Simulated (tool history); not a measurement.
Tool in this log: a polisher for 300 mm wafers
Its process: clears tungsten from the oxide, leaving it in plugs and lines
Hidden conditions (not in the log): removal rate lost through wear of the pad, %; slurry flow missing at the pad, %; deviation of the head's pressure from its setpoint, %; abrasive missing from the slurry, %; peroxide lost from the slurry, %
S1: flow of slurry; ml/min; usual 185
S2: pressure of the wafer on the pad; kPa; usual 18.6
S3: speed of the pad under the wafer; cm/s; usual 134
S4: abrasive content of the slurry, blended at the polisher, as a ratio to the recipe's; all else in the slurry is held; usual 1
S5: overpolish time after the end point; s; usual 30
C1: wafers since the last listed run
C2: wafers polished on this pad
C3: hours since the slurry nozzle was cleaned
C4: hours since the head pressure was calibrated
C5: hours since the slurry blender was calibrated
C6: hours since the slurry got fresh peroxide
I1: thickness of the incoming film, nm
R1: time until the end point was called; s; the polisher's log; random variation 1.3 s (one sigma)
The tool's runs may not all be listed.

{"run": 1, "hour": 0.0, "S1": 185, "S2": 18.6, "S3": 134, "S4": 1, "S5": 30, "C1": 0, "C2": 250, "C3": 416.5, "C4": 1413.5, "C5": 131.4, "C6": 191.6, "I1": 327.9, "R1": 67.4}
{"run": 2, "hour": 61.7, "S1": 185, "S2": 18.6, "S3": 134, "S4": 1, "S5": 30, "C1": 715, "C2": 966, "C3": 478.2, "C4": 1475.2, "C5": 193.1, "C6": 253.3, "I1": 333.4, "R1": 69.2}
{"run": 3, "hour": 127.9, "S1": 165, "S2": 22.1, "S3": 134, "S4": 1, "S5": 30, "C1": 768, "C2": 1734, "C3": 544.4, "C4": 1541.4, "C5": 259.3, "C6": 319.5, "I1": 334.3, "R1": 64.5}
{"run": 4, "hour": 159.8, "S1": 185, "S2": 23.4, "S3": 134, "S4": 1, "S5": 30, "C1": 370, "C2": 2104, "C3": 576.3, "C4": 1573.3, "C5": 291.2, "C6": 351.4, "I1": 327, "R1": 63.1}
{"hour": 217.0, "done": "head pressure recalibrated"}
{"run": 5, "hour": 217.5, "S1": 185, "S2": 23.4, "S3": 134, "S4": 1, "S5": 30, "C1": 646, "C2": 2750, "C3": 634, "C4": 0.5, "C5": 348.9, "C6": 409.1, "I1": 336, "R1": 67.6}
{"hour": 221.0, "done": "slurry blender recalibrated"}
{"hour": 232.7, "done": "slurry tank refilled with fresh slurry and peroxide"}
{"run": 6, "hour": 266.6, "S1": 185, "S2": 18.6, "S3": 134, "S4": 1, "S5": 30, "C1": 534, "C2": 3285, "C3": 683.1, "C4": 49.6, "C5": 45.6, "C6": 33.9, "I1": 331, "R1": 76.2}
{"hour": 275.8, "done": "slurry nozzle cleaned"}
{"run": 7, "hour": 388.7, "S1": 185, "S2": 18.6, "S3": 134, "S4": 1, "S5": 30, "C1": 1405, "C2": 4691, "C3": 112.9, "C4": 171.7, "C5": 167.7, "C6": 156, "I1": 329, "R1": 76}
{"hour": 410.8, "done": "worn pad replaced by a new one"}
{"run": 8, "hour": 439.4, "S1": 185, "S2": 18.6, "S3": 134, "S4": 1, "S5": 30, "C1": 541, "C2": 332, "C3": 163.6, "C4": 222.4, "C5": 218.4, "C6": 206.7, "I1": 333.6, "R1": 71.6}
{"run": 9, "hour": 465.1, "S1": 130, "S2": 18.6, "S3": 90, "S4": 1.15, "S5": 30, "C1": 298, "C2": 630, "C3": 189.3, "C4": 248.1, "C5": 244.1, "C6": 232.4, "I1": 332.2, "R1": 92.9}
{"run": 10, "hour": 492.6, "S1": 235, "S2": 18.6, "S3": 154, "S4": 1, "S5": 39, "C1": 319, "C2": 949, "C3": 216.8, "C4": 275.6, "C5": 271.6, "C6": 259.9, "I1": 329.7, "R1": 60.2}
{"hour": 583.9, "done": "slurry blender recalibrated"}
{"hour": 625.0, "done": "slurry tank refilled with fresh slurry and peroxide"}
{"run": 11, "hour": 704.9, "S1": 185, "S2": 18.6, "S3": 134, "S4": 1, "S5": 30, "C1": 2428, "C2": 3378, "C3": 429.1, "C4": 487.9, "C5": 121, "C6": 79.9, "I1": 327.5, "R1": 75.9}
{"run": 12, "hour": 733.8, "S1": 185, "S2": 18.6, "S3": 134, "S4": 1, "S5": 30, "C1": 335, "C2": 3713, "C3": 458, "C4": 516.8, "C5": 149.9, "C6": 108.8, "I1": 332.5, "R1": 76.6}
{"run": 13, "hour": 767.6, "S1": 230, "S2": 18.6, "S3": 134, "S4": 1, "S5": 30, "C1": 392, "C2": 4105, "C3": 491.8, "C4": 550.6, "C5": 183.7, "C6": 142.6, "I1": 327.3, "R1": 75}
{"hour": 804.3, "done": "worn pad replaced by a new one"}
{"run": 14, "hour": 818.8, "S1": 185, "S2": 18.6, "S3": 100, "S4": 1, "S5": 30, "C1": 547, "C2": 168, "C3": 543, "C4": 601.8, "C5": 234.9, "C6": 193.8, "I1": 328.4, "R1": 83.7}
{"run": 15, "hour": 879.7, "S1": 250, "S2": 12.4, "S3": 134, "S4": 1, "S5": 30, "C1": 706, "C2": 875, "C3": 603.9, "C4": 662.7, "C5": 295.8, "C6": 254.7, "I1": 329.3, "R1": 82.1}
{"run": 16, "hour": 919.1, "S1": 160, "S2": 18.6, "S3": 134, "S4": 1, "S5": 30, "C1": 457, "C2": 1332, "C3": 643.3, "C4": 702.1, "C5": 335.2, "C6": 294.1, "I1": 328.1, "R1": 71.9}
{"hour": 938.8, "done": "slurry blender recalibrated"}
{"run": 17, "hour": 956.5, "S1": 185, "S2": 18.6, "S3": 134, "S4": 1, "S5": 30, "C1": 410, "C2": 1743, "C3": 680.7, "C4": 739.5, "C5": 17.7, "C6": 331.5, "I1": 327.7, "R1": 70.6}
{"run": 18, "hour": 994.1, "S1": 145, "S2": 18.6, "S3": 134, "S4": 1, "S5": 30, "C1": 436, "C2": 2179, "C3": 718.3, "C4": 777.1, "C5": 55.3, "C6": 369.1, "I1": 324.8, "R1": 72.7}
{"hour": 1011.0, "done": "slurry tank refilled with fresh slurry and peroxide"}
{"run": 19, "hour": 1025.2, "S1": 185, "S2": 18.6, "S3": 134, "S4": 1, "S5": 30, "C1": 349, "C2": 2528, "C3": 749.4, "C4": 808.2, "C5": 86.4, "C6": 14.2, "I1": 334.2, "R1": 74.9}
{"run": 20, "hour": 1051.1, "S1": 185, "S2": 18.6, "S3": 160, "S4": 1, "S5": 35, "C1": 300, "C2": 2829, "C3": 775.3, "C4": 834.1, "C5": 112.3, "C6": 40.1, "I1": 324.9, "R1": 64.5}
{"hour": 1064.7, "done": "slurry nozzle cleaned"}
{"run": 21, "hour": 1121.4, "S1": 185, "S2": 18.6, "S3": 96, "S4": 0.7, "S5": 44, "C1": 804, "C2": 3633, "C3": 56.7, "C4": 904.4, "C5": 182.6, "C6": 110.4, "I1": 328.4, "R1": 99}
{"hour": 1151.1, "done": "worn pad replaced by a new one"}
{"run": 22, "hour": 1152.5, "S1": 185, "S2": 18.6, "S3": 134, "S4": 1, "S5": 25, "C1": 314, "C2": 16, "C3": 87.8, "C4": 935.5, "C5": 213.7, "C6": 141.5, "I1": 329.7, "R1": 68.9}
{"run": 23, "hour": 1224.1, "S1": 185, "S2": 18.6, "S3": 166, "S4": 1, "S5": 30, "C1": 830, "C2": 847, "C3": 159.4, "C4": 1007.1, "C5": 285.3, "C6": 213.1, "I1": 328.6, "R1": 57.8}
{"run": 24, "hour": 1270.8, "S1": 185, "S2": 18.6, "S3": 134, "S4": 0.9, "S5": 41, "C1": 541, "C2": 1389, "C3": 206.1, "C4": 1053.8, "C5": 332, "C6": 259.8, "I1": 330.7, "R1": 73.7}
{"run": 25, "hour": 1314.2, "S1": 125, "S2": 15.2, "S3": 134, "S4": 1, "S5": 40, "C1": 503, "C2": 1893, "C3": 249.5, "C4": 1097.2, "C5": 375.4, "C6": 303.2, "I1": 331.2, "R1": 82.8}
{"hour": 1332.6, "done": "slurry blender recalibrated"}
{"run": 26, "hour": 1366.8, "S1": 225, "S2": 18.6, "S3": 134, "S4": 1.15, "S5": 30, "C1": 587, "C2": 2480, "C3": 302.1, "C4": 1149.8, "C5": 34.2, "C6": 355.8, "I1": 336.7, "R1": 73}

Pick out some run-to-run changes in R1. Of each, how much would a tool without hidden state show as well, from the settings, what came in and chance, and how much is left for the hidden state and any gauge scatter not in both results compared?
Run 7 -> 8: worn pad replaced by a new one. R1 -4.4 s: hidden state -9.1, all else +4.7.
Run 9 -> 10: S1 130 -> 235, S3 90 -> 154, S4 1.15 -> 1, S5 30 -> 39. R1 -32.7 s: hidden state -0.3, all else -32.4.
Run 20 -> 21: S3 160 -> 96, S4 1 -> 0.7, S5 35 -> 44, slurry nozzle cleaned. R1 +34.5 s: hidden state +5, all else +29.5.
Run 21 -> 22: S3 96 -> 134, S4 0.7 -> 1, S5 44 -> 25, worn pad replaced by a new one. R1 -30.1 s: hidden state -9.4, all else -20.7.
